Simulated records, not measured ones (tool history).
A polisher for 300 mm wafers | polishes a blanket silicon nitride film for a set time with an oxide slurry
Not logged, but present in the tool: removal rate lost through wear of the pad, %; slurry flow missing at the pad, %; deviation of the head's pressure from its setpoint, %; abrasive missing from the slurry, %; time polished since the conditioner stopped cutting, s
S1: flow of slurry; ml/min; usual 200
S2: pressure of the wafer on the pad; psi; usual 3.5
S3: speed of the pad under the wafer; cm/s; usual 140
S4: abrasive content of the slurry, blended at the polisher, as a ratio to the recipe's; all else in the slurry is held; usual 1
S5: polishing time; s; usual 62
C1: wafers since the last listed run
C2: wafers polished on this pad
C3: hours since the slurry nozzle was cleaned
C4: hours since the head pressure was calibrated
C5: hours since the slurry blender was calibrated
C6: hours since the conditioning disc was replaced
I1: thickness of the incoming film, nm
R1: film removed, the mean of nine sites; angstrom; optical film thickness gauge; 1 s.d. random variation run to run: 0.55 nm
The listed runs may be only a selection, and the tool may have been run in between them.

{"run": 1, "hour": 0.0, "S1": 200, "S2": 3.5, "S3": 156, "S4": 1, "S5": 62, "C1": 0, "C2": 4243, "C3": 405.4, "C4": 359, "C5": 57.6, "C6": 163.6, "I1": 353.8, "R1": 656}
{"run": 2, "hour": 24.1, "S1": 180, "S2": 3.5, "S3": 110, "S4": 0.8, "S5": 75, "C1": 296, "C2": 4539, "C3": 429.5, "C4": 383.1, "C5": 81.7, "C6": 187.7, "I1": 355.3, "R1": 559}
{"run": 3, "hour": 96.1, "S1": 200, "S2": 3.5, "S3": 180, "S4": 0.85, "S5": 62, "C1": 884, "C2": 5424, "C3": 501.5, "C4": 455.1, "C5": 153.7, "C6": 259.7, "I1": 354.5, "R1": 702}
{"hour": 128.1, "done": "worn pad replaced by a new one"}
{"run": 4, "hour": 156.1, "S1": 200, "S2": 3.5, "S3": 140, "S4": 1, "S5": 62, "C1": 688, "C2": 343, "C3": 561.5, "C4": 515.1, "C5": 213.7, "C6": 319.7, "I1": 343.6, "R1": 604}
{"hour": 159.2, "done": "slurry nozzle cleaned"}
{"run": 5, "hour": 187.4, "S1": 200, "S2": 3.5, "S3": 168, "S4": 1, "S5": 62, "C1": 372, "C2": 716, "C3": 28.2, "C4": 546.4, "C5": 245, "C6": 351, "I1": 350.1, "R1": 698}
{"run": 6, "hour": 241.0, "S1": 220, "S2": 2.5, "S3": 160, "S4": 0.75, "S5": 62, "C1": 658, "C2": 1374, "C3": 81.8, "C4": 600, "C5": 298.6, "C6": 404.6, "I1": 345.8, "R1": 445}
{"run": 7, "hour": 296.3, "S1": 200, "S2": 2.7, "S3": 140, "S4": 1, "S5": 62, "C1": 679, "C2": 2054, "C3": 137.1, "C4": 655.3, "C5": 353.9, "C6": 459.9, "I1": 345.3, "R1": 474}
{"hour": 325.6, "done": "conditioning disc replaced and pad reconditioned"}
{"run": 8, "hour": 327.4, "S1": 200, "S2": 3.5, "S3": 140, "S4": 1, "S5": 62, "C1": 357, "C2": 2412, "C3": 168.2, "C4": 686.4, "C5": 385, "C6": 1.8, "I1": 351.8, "R1": 610}
{"run": 9, "hour": 394.5, "S1": 200, "S2": 3.5, "S3": 140, "S4": 1, "S5": 46, "C1": 824, "C2": 3237, "C3": 235.3, "C4": 753.5, "C5": 452.1, "C6": 68.9, "I1": 353.8, "R1": 446}
{"run": 10, "hour": 451.4, "S1": 200, "S2": 2.8, "S3": 94, "S4": 1.2, "S5": 72, "C1": 699, "C2": 3936, "C3": 292.2, "C4": 810.4, "C5": 509, "C6": 125.8, "I1": 356.7, "R1": 440}
{"run": 11, "hour": 483.6, "S1": 200, "S2": 3.5, "S3": 140, "S4": 1.25, "S5": 52, "C1": 395, "C2": 4332, "C3": 324.4, "C4": 842.6, "C5": 541.2, "C6": 158, "I1": 355.7, "R1": 549}
{"hour": 521.9, "done": "slurry blender recalibrated"}
{"run": 12, "hour": 533.7, "S1": 200, "S2": 3.1, "S3": 140, "S4": 1, "S5": 62, "C1": 591, "C2": 4923, "C3": 374.5, "C4": 892.7, "C5": 11.8, "C6": 208.1, "I1": 349.4, "R1": 541}
{"run": 13, "hour": 578.1, "S1": 200, "S2": 4, "S3": 126, "S4": 1, "S5": 48, "C1": 545, "C2": 5469, "C3": 418.9, "C4": 937.1, "C5": 56.2, "C6": 252.5, "I1": 349.6, "R1": 494}
{"hour": 589.4, "done": "worn pad replaced by a new one"}
{"run": 14, "hour": 630.9, "S1": 200, "S2": 3.5, "S3": 106, "S4": 1, "S5": 62, "C1": 599, "C2": 509, "C3": 471.7, "C4": 989.9, "C5": 109, "C6": 305.3, "I1": 346.4, "R1": 485}
{"hour": 654.7, "done": "slurry nozzle cleaned"}
{"run": 15, "hour": 662.2, "S1": 170, "S2": 3.5, "S3": 140, "S4": 0.7, "S5": 62, "C1": 372, "C2": 882, "C3": 7.5, "C4": 1021.2, "C5": 140.3, "C6": 336.6, "I1": 351.5, "R1": 518}
{"run": 16, "hour": 725.0, "S1": 200, "S2": 3.2, "S3": 112, "S4": 0.75, "S5": 62, "C1": 771, "C2": 1654, "C3": 70.3, "C4": 1084, "C5": 203.1, "C6": 399.4, "I1": 354, "R1": 427}
{"run": 17, "hour": 753.8, "S1": 200, "S2": 3.5, "S3": 140, "S4": 1, "S5": 72, "C1": 353, "C2": 2008, "C3": 99.1, "C4": 1112.8, "C5": 231.9, "C6": 428.2, "I1": 353.7, "R1": 703}
{"hour": 802.9, "done": "conditioning disc replaced and pad reconditioned"}
{"run": 18, "hour": 820.3, "S1": 200, "S2": 3.5, "S3": 140, "S4": 1, "S5": 62, "C1": 792, "C2": 2801, "C3": 165.6, "C4": 1179.3, "C5": 298.4, "C6": 17.4, "I1": 350.5, "R1": 603}
{"run": 19, "hour": 870.3, "S1": 200, "S2": 3.5, "S3": 102, "S4": 1, "S5": 62, "C1": 614, "C2": 3415, "C3": 215.6, "C4": 1229.3, "C5": 348.4, "C6": 67.4, "I1": 355.2, "R1": 463}
{"hour": 901.3, "done": "head pressure recalibrated"}
{"run": 20, "hour": 933.7, "S1": 265, "S2": 2.6, "S3": 140, "S4": 1, "S5": 81, "C1": 754, "C2": 4170, "C3": 279, "C4": 32.4, "C5": 411.8, "C6": 130.8, "I1": 351.2, "R1": 616}
{"run": 21, "hour": 979.6, "S1": 200, "S2": 3.5, "S3": 140, "S4": 1, "S5": 62, "C1": 564, "C2": 4734, "C3": 324.9, "C4": 78.3, "C5": 457.7, "C6": 176.7, "I1": 349.5, "R1": 610}
{"run": 22, "hour": 1010.2, "S1": 200, "S2": 3.5, "S3": 140, "S4": 1, "S5": 62, "C1": 376, "C2": 5110, "C3": 355.5, "C4": 108.9, "C5": 488.3, "C6": 207.3, "I1": 350.9, "R1": 609}
{"run": 23, "hour": 1081.3, "S1": 245, "S2": 2.5, "S3": 118, "S4": 0.9, "S5": 62, "C1": 873, "C2": 5984, "C3": 426.6, "C4": 180, "C5": 559.4, "C6": 278.4, "I1": 353, "R1": 380}
{"hour": 1090.0, "done": "slurry blender recalibrated"}
{"hour": 1104.8, "done": "worn pad replaced by a new one"}
{"run": 24, "hour": 1106.3, "S1": 200, "S2": 3.5, "S3": 140, "S4": 1, "S5": 62, "C1": 233, "C2": 18, "C3": 451.6, "C4": 205, "C5": 16.3, "C6": 303.4, "I1": 343.8, "R1": 606}
{"hour": 1142.7, "done": "slurry nozzle cleaned"}
{"run": 25, "hour": 1159.7, "S1": 200, "S2": 2.7, "S3": 140, "S4": 1, "S5": 62, "C1": 644, "C2": 662, "C3": 17, "C4": 258.4, "C5": 69.7, "C6": 356.8, "I1": 351.8, "R1": 461}
{"run": 26, "hour": 1187.4, "S1": 200, "S2": 3.2, "S3": 140, "S4": 1.1, "S5": 77, "C1": 340, "C2": 1002, "C3": 44.7, "C4": 286.1, "C5": 97.4, "C6": 384.5, "I1": 348.5, "R1": 729}

Exercise: give the hidden state of the tool at every run:
removal rate lost through wear of the pad, %: 0 in every run
slurry flow missing at the pad, %: 0 in every run
deviation of the head's pressure from its setpoint, %: 0 in every run
abrasive missing from the slurry, %: 0 in every run
time polished since the conditioner stopped cutting, s: 0 in every run
